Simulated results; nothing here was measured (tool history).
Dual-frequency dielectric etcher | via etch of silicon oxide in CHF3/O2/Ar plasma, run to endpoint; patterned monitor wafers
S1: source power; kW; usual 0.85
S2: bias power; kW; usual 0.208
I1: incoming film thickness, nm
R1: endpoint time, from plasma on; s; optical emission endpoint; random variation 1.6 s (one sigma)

| run | hour | S1 | S2 | I1 | R1 |
|---|---|---|---|---|---|
| 1 | 0 | 0.85 | 0.208 | 488.6 | 224.4 |
| 2 | 23.4 | 0.85 | 0.22 | 485 | 219.1 |
| 3 | 51.8 | 0.85 | 0.22 | 485.4 | 225.1 |
| 4 | 149.1 | 0.85 | 0.208 | 491.7 | 232.3 |
| 5 | 168.5 | 0.85 | 0.208 | 493.5 | 230.2 |
| 6 | 199.2 | 0.85 | 0.208 | 492.9 | 231.5 |
| 7 | 219 | 0.73 | 0.208 | 491.1 | 247.4 |
| 8 | 239 | 0.73 | 0.208 | 492.8 | 243.6 |
|  | 282.1 | upper electrode replaced |
| 9 | 282.6 | 0.73 | 0.208 | 487.4 | 243.7 |
|  | 308.5 | wet clean of the chamber |
| 10 | 309 | 0.85 | 0.208 | 486.2 | 221.7 |
| 11 | 371.9 | 0.85 | 0.208 | 486 | 224.7 |
| 12 | 385.4 | 1 | 0.234 | 489.1 | 205.8 |
|  | 402.5 | bias power generator calibrated |
|  | 414 | source power generator calibrated |
| 13 | 414.5 | 1 | 0.234 | 487.9 | 208.6 |
| 14 | 445.8 | 0.92 | 0.161 | 485.3 | 233 |
| 15 | 468.9 | 0.66 | 0.195 | 488.5 | 256.7 |

The next listed run, before its measurement:
| 16 | 488.1 | 1.03 | 0.163 | 491.8 | ? |

{"run 16": {"R1": 225.7}}
Without the tool's hidden state the same run would have given R1 218.3 s.
